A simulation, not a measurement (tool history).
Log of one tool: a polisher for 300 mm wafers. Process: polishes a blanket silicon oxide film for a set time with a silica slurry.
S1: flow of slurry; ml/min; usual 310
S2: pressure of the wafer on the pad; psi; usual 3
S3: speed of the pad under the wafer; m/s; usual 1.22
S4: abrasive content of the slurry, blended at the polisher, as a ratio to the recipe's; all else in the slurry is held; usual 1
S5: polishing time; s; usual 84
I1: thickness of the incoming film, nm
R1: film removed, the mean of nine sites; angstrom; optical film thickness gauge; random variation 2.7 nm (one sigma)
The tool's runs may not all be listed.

run,day,S1,S2,S3,S4,S5,I1,R1
1,0,310,3,1.22,1,84,1622.6,2195
# day 0.421: worn pad replaced by a new one
2,0.917,310,3,1.22,1,84,1623.5,2288
# day 1.196: conditioning disc replaced and pad reconditioned
3,2.125,310,3,1.22,1,84,1622.8,2281
4,2.658,310,3,1.22,1,84,1649.5,2278
5,3.292,310,3,1.22,1,84,1638.6,2329
6,4.596,310,3,1.36,1,84,1609.8,2515
# day 5.029: slurry blender recalibrated
7,6.012,310,3.4,1.22,1,84,1644.8,2629
8,7,260,3,0.88,1,84,1623.7,1800
# day 7.867: worn pad replaced by a new one
9,8.112,310,3,1.22,1.2,84,1626.9,2505
10,8.946,310,3,1.22,1,96,1619.2,2655
11,10.2,310,3,1.4,1,84,1655.9,2618
# day 10.975: slurry nozzle cleaned
12,11.429,375,3,1.4,1.25,95,1651.4,3338
13,11.946,310,3,1.22,1,111,1631.9,3068
14,12.788,310,3,1.48,1,84,1626.6,2763
15,13.754,310,3,1.22,1,84,1609.9,2381
16,14.833,250,2.5,1.1,1,56,1613.2,1211
# day 15.721: worn pad replaced by a new one
17,16.029,310,3,1.22,1,112,1635.2,3177
18,16.838,310,3,1.22,1,84,1625,2393
19,17.879,230,2.6,1.22,1.15,75,1636.9,1946
# day 18.162: slurry blender recalibrated
20,18.975,245,3,1.22,1.1,84,1658.2,2516
21,19.638,310,2.4,1.22,1,84,1601,1956
22,21,310,3,1.22,1,84,1644.5,2456
# day 21.288: conditioning disc replaced and pad reconditioned
23,22.012,310,2.6,1.22,1,99,1660.4,2527
# day 22.208: head pressure recalibrated
# day 22.621: worn pad replaced by a new one
24,23.425,310,3,1.22,1,84,1640.7,2285
25,24.679,310,3,1.62,1,74,1644.9,2483

Hidden state or all else? Some run-to-run changes of R1, split into what the settings, what came in and random variation would give without the hidden state, and what is left for the hidden state (with any gauge scatter that isn't in both results):
The hidden state here: removal rate lost through wear of the pad, %; slurry flow missing at the pad, %; deviation of the head's pressure from its setpoint, %; abrasive missing from the slurry, %; time polished since the conditioner stopped cutting, s.
Run 15 -> 16: S1 310 -> 250, S2 3 -> 2.5, S3 1.22 -> 1.1, S5 84 -> 56. R1 -1170 angstrom: hidden state -53, all else -1117.
Run 16 -> 17: S1 250 -> 310, S2 2.5 -> 3, S3 1.1 -> 1.22, S5 56 -> 112, worn pad replaced by a new one. R1 +1966 angstrom: hidden state +115, all else +1851.
Run 23 -> 24: S2 2.6 -> 3, S5 99 -> 84, head pressure recalibrated, worn pad replaced by a new one. R1 -242 angstrom: hidden state -177, all else -65.

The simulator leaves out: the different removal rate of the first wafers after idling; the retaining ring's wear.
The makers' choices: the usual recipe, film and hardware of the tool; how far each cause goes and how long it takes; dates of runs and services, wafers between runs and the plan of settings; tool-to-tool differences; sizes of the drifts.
